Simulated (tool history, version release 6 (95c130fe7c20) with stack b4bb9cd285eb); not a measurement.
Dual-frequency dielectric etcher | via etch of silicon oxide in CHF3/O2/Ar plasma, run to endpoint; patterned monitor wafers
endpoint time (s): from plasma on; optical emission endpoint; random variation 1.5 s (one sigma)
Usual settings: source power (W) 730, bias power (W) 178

run    hour  source power (W)  bias power (W)  wafers since the last listed run  hours since the last wet clean  hours since the last source power generator calibration  hours since the last bias power generator calibration  hours since the last upper electrode change  incoming incoming film thickness, nm  endpoint time (s)
  1       0               730             178                                 0                             119                                                   1765.3                                                 3897.8                                         1412                                 487.6              207.2
  2    40.5               660             178                               194                           159.5                                                   1805.8                                                 3938.3                                       1452.5                                 485.3              213.8
  3    84.5               660             178                               211                           203.5                                                   1849.8                                                 3982.3                                       1496.5                                   490              219.4
  4     113               730             178                               136                             232                                                   1878.3                                                 4010.8                                         1525                                   492                212
  5   183.1               730             178                               336                           302.1                                                   1948.4                                                 4080.9                                       1595.1                                 489.9              210.7
  6   232.1               730             178                               235                           351.1                                                   1997.4                                                 4129.9                                       1644.1                                 488.1              210.3
      371.1  -- wet clean of the chamber
  7   371.6               730             178                               554                             0.5                                                   2136.9                                                 4269.4                                       1783.6                                 487.2              216.6
  8   401.8               590             178                               144                            30.7                                                   2167.1                                                 4299.6                                       1813.8                                   486              230.4
  9   466.8               590             178                               311                            95.7                                                   2232.1                                                 4364.6                                       1878.8                                 485.4              230.4
 10   518.8               590             178                               249                           147.7                                                   2284.1                                                 4416.6                                       1930.8                                 487.5              233.4
 11   552.2               830             178                               160                           181.1                                                   2317.5                                                   4450                                       1964.2                                 486.9              211.5
 12     606               800             169                               258                           234.9                                                   2371.3                                                 4503.8                                         2018                                 492.4              216.2
      655.3  -- wet clean of the chamber, repeated, since the last time left the tool worse
 13   655.8               730             178                               123                             0.5                                                   2421.1                                                 4553.6                                       2067.8                                 489.5              202.9
 14     688               730             178                               154                            32.7                                                   2453.3                                                 4585.8                                         2100                                 488.7              205.4
      742.7  -- bias power generator calibrated
 15   754.7               730             178                               300                            99.4                                                     2520                                                     12                                       2166.7                                 486.6                207
 16   795.6               850             178                               196                           140.3                                                   2560.9                                                   52.9                                       2207.6                                 489.4              197.9
 17   854.3               730             178                               281                             199                                                   2619.6                                                  111.6                                       2266.3                                 490.8              207.2
 18   991.2               590             178                               657                           335.9                                                   2756.5                                                  248.5                                       2403.2                                 488.7              224.5
       1023  -- upper electrode replaced
 19  1056.1               600             166                               196                           400.8                                                   2821.4                                                  313.4                                         33.1                                 487.4              230.6
 20  1081.9               790             166                               123                           426.6                                                   2847.2                                                  339.2                                         58.9                                 486.1              211.2
 21  1139.3               640             142                               275                             484                                                   2904.6                                                  396.6                                        116.3                                 489.2              234.7
 22  1172.2               780             178                               157                           516.9                                                   2937.5                                                  429.5                                        149.2                                 487.1              206.5
     1180.6  -- source power generator calibrated
     1213.4  -- wet clean of the chamber
 23  1213.9               730             149                                65                             0.5                                                     33.3                                                  471.2                                        190.9                                 485.7              215.6
 24  1252.2               810             207                               183                            38.8                                                     71.6                                                  509.5                                        229.2                                 485.1              189.9
 25  1313.4               860             135                               293                             100                                                    132.8                                                  570.7                                        290.4                                 497.2              217.4
 26  1372.4               730             219                               283                             159                                                    191.8                                                  629.7                                        349.4                                 489.6              193.7
 27  1463.7               730             178                               438                           250.3                                                    283.1                                                    721                                        440.7                                 486.2              209.1
 28  1494.9               860             161                               149                           281.5                                                    314.3                                                  752.2                                        471.9                                   490              201.6
 29  1524.5               730             178                               142                           311.1                                                    343.9                                                  781.8                                        501.5                                 491.8              212.2
 30  1579.5               810             163                               263                           366.1                                                    398.9                                                  836.8                                        556.5                                 493.6                211
     1774.2  -- wet clean of the chamber
 31  1787.3               730             178                               882                            13.1                                                    606.7                                                 1044.6                                        764.3                                 487.7              207.4
 32  1817.4               630             146                               144                            43.2                                                    636.8                                                 1074.7                                        794.4                                 490.2              233.3
 33    1846               730             178                               137                            71.8                                                    665.4                                                 1103.3                                          823                                 493.6              210.3
 34  1911.2               730             178                               312                             137                                                    730.6                                                 1168.5                                        888.2                                   485              208.1
 35  1937.9               730             178                               128                           163.7                                                    757.3                                                 1195.2                                        914.9                                 484.4              209.3

Some steps in endpoint time (s) between neighbouring runs. How much of each would the tool show without its hidden state too (settings, what came in, random variation), and how much is left for the hidden state, with any gauge scatter that isn't in both results?
The hidden state here: etch rate over this chamber's usual, %; source power that arrives over what is set, %; bias power that arrives over what is set, %.
Run 6 -> 7: wet clean of the chamber. endpoint time (s) +6.3: hidden state +7, all else -0.7.
Run 12 -> 13: source power (W) 800 -> 730, bias power (W) 169 -> 178, wet clean of the chamber, repeated, since the last time left the tool worse. endpoint time (s) -13.3: hidden state -13.9, all else +0.6.
Run 21 -> 22: source power (W) 640 -> 780, bias power (W) 142 -> 178. endpoint time (s) -28.2: hidden state -0.4, all else -27.8.
Run 22 -> 23: source power (W) 780 -> 730, bias power (W) 178 -> 149, source power generator calibrated, wet clean of the chamber. endpoint time (s) +9.1: hidden state -6.9, all else +16.
Run 24 -> 25: source power (W) 810 -> 860, bias power (W) 207 -> 135. endpoint time (s) +27.5: hidden state +0.7, all else +26.8.
Run 31 -> 32: source power (W) 730 -> 630, bias power (W) 178 -> 146. endpoint time (s) +25.9: hidden state +0.6, all else +25.3.
